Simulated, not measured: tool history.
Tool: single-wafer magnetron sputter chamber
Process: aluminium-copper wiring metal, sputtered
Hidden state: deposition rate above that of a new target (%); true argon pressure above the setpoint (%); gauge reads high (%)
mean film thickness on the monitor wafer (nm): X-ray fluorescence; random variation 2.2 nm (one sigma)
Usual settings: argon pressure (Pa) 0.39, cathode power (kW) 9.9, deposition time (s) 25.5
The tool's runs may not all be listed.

| run | hour | argon pressure (Pa) | cathode power (kW) | deposition time (s) | wafers since the last listed run | wafers on the sputter target | hours since the last manometer calibration | hours since the magnet pack was replaced | hours since the gauge calibration | read-back reference wafer on the same gauge, thickness_nm | mean film thickness on the monitor wafer (nm) |
|---|---|---|---|---|---|---|---|---|---|---|---|
| 1 | 0 | 0.39 | 9.9 | 25.5 | 0 | 2347 | 1584.2 | 5358.2 | 503.4 | 470.335 | 426.764 |
| 2 | 28.9 | 0.39 | 10.4 | 28.8 | 509 | 2856 | 1613.1 | 5387.1 | 532.3 | 469.575 | 508.291 |
| 3 | 54.6 | 0.39 | 11.6 | 25.5 | 453 | 3310 | 1638.8 | 5412.8 | 558 | 469.754 | 492.119 |
| 4 | 83.8 | 0.39 | 11.6 | 25.5 | 514 | 3825 | 1668 | 5442 | 587.2 | 470.092 | 497.43 |
| 5 | 104.8 | 0.39 | 11.6 | 25.5 | 370 | 4195 | 1689 | 5463 | 608.2 | 469.894 | 497.537 |
| 6 | 126.6 | 0.512 | 9.9 | 25.5 | 384 | 4579 | 1710.8 | 5484.8 | 630 | 469.943 | 398.622 |
| 7 | 147.3 | 0.512 | 9.9 | 25.5 | 365 | 4944 | 1731.5 | 5505.5 | 650.7 | 469.963 | 398.338 |
| 8 | 167.6 | 0.512 | 9.9 | 25.5 | 357 | 5302 | 1751.8 | 5525.8 | 671 | 470.021 | 399.65 |
| 9 | 193.9 | 0.39 | 7.95 | 25.5 | 463 | 5766 | 1778.1 | 5552.1 | 697.3 | 470.585 | 351.766 |
| 10 | 212.9 | 0.39 | 7.95 | 25.5 | 335 | 6101 | 1797.1 | 5571.1 | 716.3 | 470.265 | 349.206 |
|  | 226.9 | sputter target and shields replaced |
| 11 | 240.9 | 0.39 | 9.9 | 25.5 | 352 | 247 | 1825.1 | 5599.1 | 744.3 | 469.761 | 430.084 |
| 12 | 263.6 | 0.39 | 9.9 | 25.5 | 400 | 647 | 1847.8 | 5621.8 | 767 | 470.273 | 429.043 |
| 13 | 295.2 | 0.39 | 9.9 | 25.5 | 557 | 1205 | 1879.4 | 5653.4 | 798.6 | 470.307 | 429.482 |
| 14 | 316.2 | 0.39 | 9.9 | 25.5 | 370 | 1575 | 1900.4 | 5674.4 | 819.6 | 470.094 | 428.574 |
| 15 | 341.1 | 0.39 | 9.4 | 25.5 | 439 | 2014 | 1925.3 | 5699.3 | 844.5 | 470.338 | 406.7 |
| 16 | 361.4 | 0.39 | 9.9 | 25.5 | 357 | 2372 | 1945.6 | 5719.6 | 864.8 | 469.991 | 424.458 |
| 17 | 375.4 | 0.465 | 7.6 | 25.5 | 246 | 2619 | 1959.6 | 5733.6 | 878.8 | 469.968 | 324.656 |
| 18 | 401.2 | 0.337 | 9.9 | 25.5 | 454 | 3074 | 1985.4 | 5759.4 | 904.6 | 470.149 | 441.546 |
|  | 411.9 | gauge calibrated |
|  | 414.2 | magnet pack replaced |
| 19 | 415.7 | 0.478 | 8 | 20.5 | 114 | 3189 | 1999.9 | 1.5 | 3.8 | 469.703 | 269.975 |
| 20 | 435.6 | 0.39 | 8.05 | 25.5 | 350 | 3539 | 2019.8 | 21.4 | 23.7 | 470.18 | 352.051 |
| 21 | 449 | 0.313 | 10.65 | 27.8 | 236 | 3776 | 2033.2 | 34.8 | 37.1 | 469.847 | 519.71 |
| 22 | 464.6 | 0.241 | 9.9 | 28.8 | 275 | 4051 | 2048.8 | 50.4 | 52.7 | 469.917 | 520.726 |
|  | 493.5 | capacitance manometer re-zeroed and calibrated |
| 23 | 494 | 0.288 | 12.15 | 22.2 | 377 | 4428 | 0.5 | 79.8 | 82.1 | 469.473 | 477.93 |
| 24 | 523.2 | 0.39 | 9.9 | 25.5 | 514 | 4943 | 29.7 | 109 | 111.3 | 469.89 | 428.32 |
| 25 | 559.2 | 0.39 | 10.95 | 27.9 | 634 | 5578 | 65.7 | 145 | 147.3 | 469.436 | 514.602 |
| 26 | 591.7 | 0.39 | 9.9 | 25.5 | 573 | 6151 | 98.2 | 177.5 | 179.8 | 470.162 | 430.775 |
|  | 614.3 | sputter target and shields replaced |
| 27 | 614.8 | 0.469 | 9.9 | 30.5 | 266 | 9 | 121.3 | 200.6 | 202.9 | 469.913 | 490.73 |
| 28 | 636.7 | 0.272 | 8.25 | 27.2 | 386 | 395 | 143.2 | 222.5 | 224.8 | 470.303 | 411.153 |
| 29 | 659.3 | 0.39 | 8.35 | 22.6 | 398 | 793 | 165.8 | 245.1 | 247.4 | 470.497 | 322.127 |
| 30 | 688.6 | 0.451 | 9.9 | 27.1 | 516 | 1310 | 195.1 | 274.4 | 276.7 | 470.332 | 435.923 |
| 31 | 713.2 | 0.39 | 9.9 | 25.5 | 433 | 1744 | 219.7 | 299 | 301.3 | 470.134 | 428.998 |
| 32 | 737.3 | 0.39 | 9.4 | 25.5 | 424 | 2169 | 243.8 | 323.1 | 325.4 | 470.604 | 403.182 |
| 33 | 754.9 | 0.39 | 9.9 | 23.9 | 310 | 2479 | 261.4 | 340.7 | 343 | 470.117 | 399.73 |
| 34 | 772.9 | 0.39 | 9.9 | 25.5 | 317 | 2797 | 279.4 | 358.7 | 361 | 469.748 | 428.488 |

5 ways to go on from here, each from the tool as it stands after run 34. What would each give?
| A | 773.3 | 0.39 | 9.9 | 25.5 | 7 | 2804 | 279.8 | 359.1 | 361.4 | ? | ? |
| B | 773.3 | 0.507 | 9.9 | 25.5 | 7 | 2804 | 279.8 | 359.1 | 361.4 | ? | ? |
| C | 773.3 | 0.314 | 8.1 | 22.2 | 7 | 2804 | 279.8 | 359.1 | 361.4 | ? | ? |
| D | 773.3 | 0.505 | 9.9 | 22 | 7 | 2804 | 279.8 | 359.1 | 361.4 | ? | ? |
| E | 773.3 | 0.537 | 11.6 | 22.5 | 7 | 2804 | 279.8 | 359.1 | 361.4 | ? | ? |

| run | read-back reference wafer on the same gauge, thickness_nm | mean film thickness on the monitor wafer (nm) |
|---|---|---|
| A | 470.396 | 427.976 |
| B | 470.396 | 401.533 |
| C | 470.396 | 323.775 |
| D | 470.396 | 346.794 |
| E | 470.396 | 403.623 |
Without the tool's hidden state the same runs would have given:
| run | mean film thickness on the monitor wafer (nm) |
|---|---|
| A | 427.976 |
| B | 401.533 |
| C | 323.775 |
| D | 346.794 |
| E | 403.623 |
